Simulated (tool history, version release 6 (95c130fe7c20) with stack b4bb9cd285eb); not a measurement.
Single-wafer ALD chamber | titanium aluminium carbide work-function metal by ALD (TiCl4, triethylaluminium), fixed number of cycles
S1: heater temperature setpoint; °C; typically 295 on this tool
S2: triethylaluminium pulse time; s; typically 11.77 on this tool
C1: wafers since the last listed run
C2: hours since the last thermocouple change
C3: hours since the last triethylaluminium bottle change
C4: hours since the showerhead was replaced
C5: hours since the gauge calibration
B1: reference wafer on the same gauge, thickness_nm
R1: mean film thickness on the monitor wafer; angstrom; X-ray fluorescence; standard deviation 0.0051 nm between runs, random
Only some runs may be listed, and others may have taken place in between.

Run 1, day 0.000: usual settings but S2 14.16 s; C1 0; C2 1021.5; C3 1610.9; C4 7351.9; C5 384.2; B1 1.881. Result: R1 20.72 angstrom.
At day 0.858: triethylaluminium bottle replaced.
Run 2, day 0.879: usual settings; C1 202; C2 1042.6; C3 0.5; C4 7373.0; C5 405.3; B1 1.878. Result: R1 20.66 angstrom.
Run 3, day 1.004: usual settings; C1 46; C2 1045.6; C3 3.5; C4 7376.0; C5 408.3; B1 1.881. Result: R1 20.58 angstrom.
Run 4, day 1.708: usual settings; C1 261; C2 1062.5; C3 20.4; C4 7392.9; C5 425.2; B1 1.880. Result: R1 20.48 angstrom.
Run 5, day 2.121: usual settings; C1 153; C2 1072.4; C3 30.3; C4 7402.8; C5 435.1; B1 1.879. Result: R1 20.56 angstrom.
Run 6, day 2.629: usual settings; C1 188; C2 1084.6; C3 42.5; C4 7415.0; C5 447.3; B1 1.880. Result: R1 20.61 angstrom.
Run 7, day 2.954: usual settings but S1 300 °C; C1 120; C2 1092.4; C3 50.3; C4 7422.8; C5 455.1; B1 1.880. Result: R1 20.96 angstrom.
At day 3.675: thermocouple changed; heater temperature recalibrated.
Run 8, day 3.696: usual settings but S1 284 °C; C1 151; C2 0.5; C3 68.1; C4 7440.6; C5 472.9; B1 1.879. Result: R1 19.19 angstrom.
Run 9, day 3.904: usual settings but S2 14.16 s; C1 77; C2 5.5; C3 73.1; C4 7445.6; C5 477.9; B1 1.877. Result: R1 20.14 angstrom.
Run 10, day 4.446: usual settings but S1 299 °C, S2 7.98 s; C1 201; C2 18.5; C3 86.1; C4 7458.6; C5 490.9; B1 1.878. Result: R1 19.72 angstrom.
At day 4.933: showerhead replaced.
Run 11, day 5.162: usual settings but S2 15.02 s; C1 142; C2 35.7; C3 103.3; C4 5.5; C5 508.1; B1 1.881. Result: R1 20.19 angstrom.
Run 12, day 5.433: usual settings but S1 284 °C, S2 15.27 s; C1 100; C2 42.2; C3 109.8; C4 12.0; C5 514.6; B1 1.880. Result: R1 19.37 angstrom.
At day 5.808: gauge calibrated.
Run 13, day 6.096: usual settings but S1 308 °C, S2 14.29 s; C1 245; C2 58.1; C3 125.7; C4 27.9; C5 6.9; B1 1.877. Result: R1 21.24 angstrom.
Run 14, day 6.533: usual settings; C1 162; C2 68.6; C3 136.2; C4 38.4; C5 17.4; B1 1.880. Result: R1 20.10 angstrom.
Run 15, day 7.167: usual settings but S1 301 °C, S2 7.83 s; C1 235; C2 83.8; C3 151.4; C4 53.6; C5 32.6; B1 1.879. Result: R1 19.87 angstrom.
Run 16, day 7.854: usual settings but S1 302 °C, S2 14.61 s; C1 255; C2 100.3; C3 167.9; C4 70.1; C5 49.1; B1 1.879. Result: R1 20.78 angstrom.
Run 17, day 8.229: usual settings but S1 304 °C, S2 14.89 s; C1 139; C2 109.3; C3 176.9; C4 79.1; C5 58.1; B1 1.880. Result: R1 20.93 angstrom.
Run 18, day 8.792: usual settings but S1 307 °C; C1 208; C2 122.8; C3 190.4; C4 92.6; C5 71.6; B1 1.881. Result: R1 21.06 angstrom.
Run 19, day 9.175: usual settings but S1 301 °C, S2 13.96 s; C1 142; C2 132.0; C3 199.6; C4 101.8; C5 80.8; B1 1.880. Result: R1 20.68 angstrom.
Run 20, day 9.904: usual settings; C1 270; C2 149.5; C3 217.1; C4 119.3; C5 98.3; B1 1.880. Result: R1 20.14 angstrom.
Run 21, day 10.338: usual settings but S1 299 °C, S2 8.09 s; C1 160; C2 159.9; C3 227.5; C4 129.7; C5 108.7; B1 1.883. Result: R1 19.80 angstrom.
Run 22, day 10.792: usual settings but S1 287 °C, S2 8.96 s; C1 168; C2 170.8; C3 238.4; C4 140.6; C5 119.6; B1 1.878. Result: R1 19.06 angstrom.
Run 23, day 11.188: usual settings but S1 283 °C, S2 7.50 s; C1 146; C2 180.3; C3 247.9; C4 150.1; C5 129.1; B1 1.880. Result: R1 18.46 angstrom.
Run 24, day 11.825: usual settings but S1 283 °C, S2 13.16 s; C1 236; C2 195.6; C3 263.2; C4 165.4; C5 144.4; B1 1.880. Result: R1 19.22 angstrom.
Run 25, day 12.421: usual settings but S2 9.50 s; C1 221; C2 209.9; C3 277.5; C4 179.7; C5 158.7; B1 1.881. Result: R1 19.80 angstrom.
Run 26, day 12.875: usual settings; C1 168; C2 220.8; C3 288.4; C4 190.6; C5 169.6; B1 1.881. Result: R1 19.99 angstrom.
Run 27, day 13.188: usual settings but S1 288 °C, S2 14.66 s; C1 116; C2 228.3; C3 295.9; C4 198.1; C5 177.1; B1 1.879. Result: R1 19.67 angstrom.
Run 28, day 13.558: usual settings but S1 308 °C, S2 7.88 s; C1 137; C2 237.2; C3 304.8; C4 207.0; C5 186.0; B1 1.879. Result: R1 20.45 angstrom.
Run 29, day 14.121: usual settings but S1 285 °C, S2 13.67 s; C1 208; C2 250.7; C3 318.3; C4 220.5; C5 199.5; B1 1.881. Result: R1 19.40 angstrom.
Run 30, day 14.746: usual settings but S1 288 °C, S2 15.45 s; C1 232; C2 265.7; C3 333.3; C4 235.5; C5 214.5; B1 1.877. Result: R1 19.74 angstrom.
Run 31, day 15.225: usual settings but S1 305 °C, S2 15.64 s; C1 177; C2 277.2; C3 344.8; C4 247.0; C5 226.0; B1 1.881. Result: R1 21.14 angstrom.
Run 32, day 15.754: usual settings but S1 303 °C, S2 10.58 s; C1 196; C2 289.9; C3 357.5; C4 259.7; C5 238.7; B1 1.881. Result: R1 20.65 angstrom.

Consider 5 possible next runs. They are alternatives, not a sequence: every one starts from the tool as it was left by run 32. What does each give?
Run A, day 15.771: usual settings but S2 9.17 s; C1 6; C2 290.3; C3 357.9; C4 260.1; C5 239.1; B1 ?. Result: R1 ?.
Run B, day 15.771: usual settings but S1 304 °C, S2 8.70 s; C1 6; C2 290.3; C3 357.9; C4 260.1; C5 239.1; B1 ?. Result: R1 ?.
Run C, day 15.771: usual settings but S1 301 °C; C1 6; C2 290.3; C3 357.9; C4 260.1; C5 239.1; B1 ?. Result: R1 ?.
Run D, day 15.771: usual settings but S1 306 °C, S2 8.15 s; C1 6; C2 290.3; C3 357.9; C4 260.1; C5 239.1; B1 ?. Result: R1 ?.
Run E, day 15.771: usual settings but S1 284 °C, S2 13.68 s; C1 6; C2 290.3; C3 357.9; C4 260.1; C5 239.1; B1 ?. Result: R1 ?.

run     B1     R1
  A  1.878  19.71
  B  1.878  20.31
  C  1.878  20.52
  D  1.878  20.34
  E  1.878  19.32
Stripped of hidden state, with their random variation kept, the same runs would have yielded:
run     R1
  A  19.69
  B  20.29
  C  20.50
  D  20.32
  E  19.31

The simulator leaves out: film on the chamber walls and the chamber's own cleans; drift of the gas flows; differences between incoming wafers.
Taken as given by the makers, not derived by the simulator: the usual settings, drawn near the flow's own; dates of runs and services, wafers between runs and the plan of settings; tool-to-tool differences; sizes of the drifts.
